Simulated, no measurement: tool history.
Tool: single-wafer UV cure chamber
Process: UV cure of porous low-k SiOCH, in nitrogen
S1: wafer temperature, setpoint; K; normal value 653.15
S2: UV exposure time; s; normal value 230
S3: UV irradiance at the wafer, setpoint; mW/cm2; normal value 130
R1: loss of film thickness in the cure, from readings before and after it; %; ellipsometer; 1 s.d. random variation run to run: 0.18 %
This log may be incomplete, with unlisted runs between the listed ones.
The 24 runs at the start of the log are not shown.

-- hour=2008 quartz window cleaned
run 25 hour=2026.4 | S1=644.15 S2=125 S3=166 | R1=11.035
run 26 hour=2087.3 | S1=664.15 S2=285 S3=99 | R1=12.646
run 27 hour=2181.4 | S1=653.15 S2=230 S3=130 | R1=12.515
run 28 hour=2430.3 | S1=653.15 S2=230 S3=130 | R1=12.801
run 29 hour=2552.9 | S1=668.15 S2=310 S3=161 | R1=15.224
-- hour=2639.6 UV bulbs replaced
run 30 hour=2654.1 | S1=664.15 S2=90 S3=112 | R1=7.962
run 31 hour=2719.3 | S1=653.15 S2=230 S3=130 | R1=12.598
-- hour=2734.6 quartz window cleaned
run 32 hour=2799.5 | S1=659.15 S2=230 S3=109 | R1=11.791
run 33 hour=2864 | S1=653.15 S2=190 S3=130 | R1=11.707
run 34 hour=2920.6 | S1=653.15 S2=155 S3=157 | R1=11.661
run 35 hour=2967.9 | S1=664.15 S2=325 S3=107 | R1=13.311
run 36 hour=3132.3 | S1=653.15 S2=115 S3=130 | R1=9.48
run 37 hour=3227.4 | S1=653.15 S2=230 S3=130 | R1=12.54
run 38 hour=3296.1 | S1=662.15 S2=230 S3=168 | R1=14.107
run 39 hour=3394.6 | S1=653.15 S2=115 S3=107 | R1=8.658
-- hour=3449.5 quartz window cleaned
run 40 hour=3451.2 | S1=642.15 S2=230 S3=107 | R1=11.568
run 41 hour=3495.5 | S1=648.15 S2=90 S3=108 | R1=7.666
run 42 hour=3559.9 | S1=647.15 S2=230 S3=130 | R1=12.52
run 43 hour=3664.8 | S1=653.15 S2=230 S3=130 | R1=12.43
run 44 hour=3760.6 | S1=653.15 S2=290 S3=162 | R1=14.496
run 45 hour=3836.4 | S1=664.15 S2=230 S3=103 | R1=11.535
run 46 hour=3887.1 | S1=653.15 S2=230 S3=130 | R1=12.45

5 ways to go on from here, each from the tool as it stands after run 46. What would each give?
run A hour=3887.6 | S1=653.15 S2=230 S3=91 | R1=?
run B hour=3887.6 | S1=653.15 S2=230 S3=109 | R1=?
run C hour=3887.6 | S1=634.15 S2=230 S3=130 | R1=?
run D hour=3887.6 | S1=640.15 S2=280 S3=144 | R1=?
run E hour=3887.6 | S1=642.15 S2=230 S3=130 | R1=?

run=A R1=10.963
run=B R1=11.772
run=C R1=12.21
run=D R1=13.716
run=E R1=12.366
With the hidden condition removed and each run's random variation left untouched, the same runs would have given:
run=A R1=10.963
run=B R1=11.772
run=C R1=12.21
run=D R1=13.716
run=E R1=12.366

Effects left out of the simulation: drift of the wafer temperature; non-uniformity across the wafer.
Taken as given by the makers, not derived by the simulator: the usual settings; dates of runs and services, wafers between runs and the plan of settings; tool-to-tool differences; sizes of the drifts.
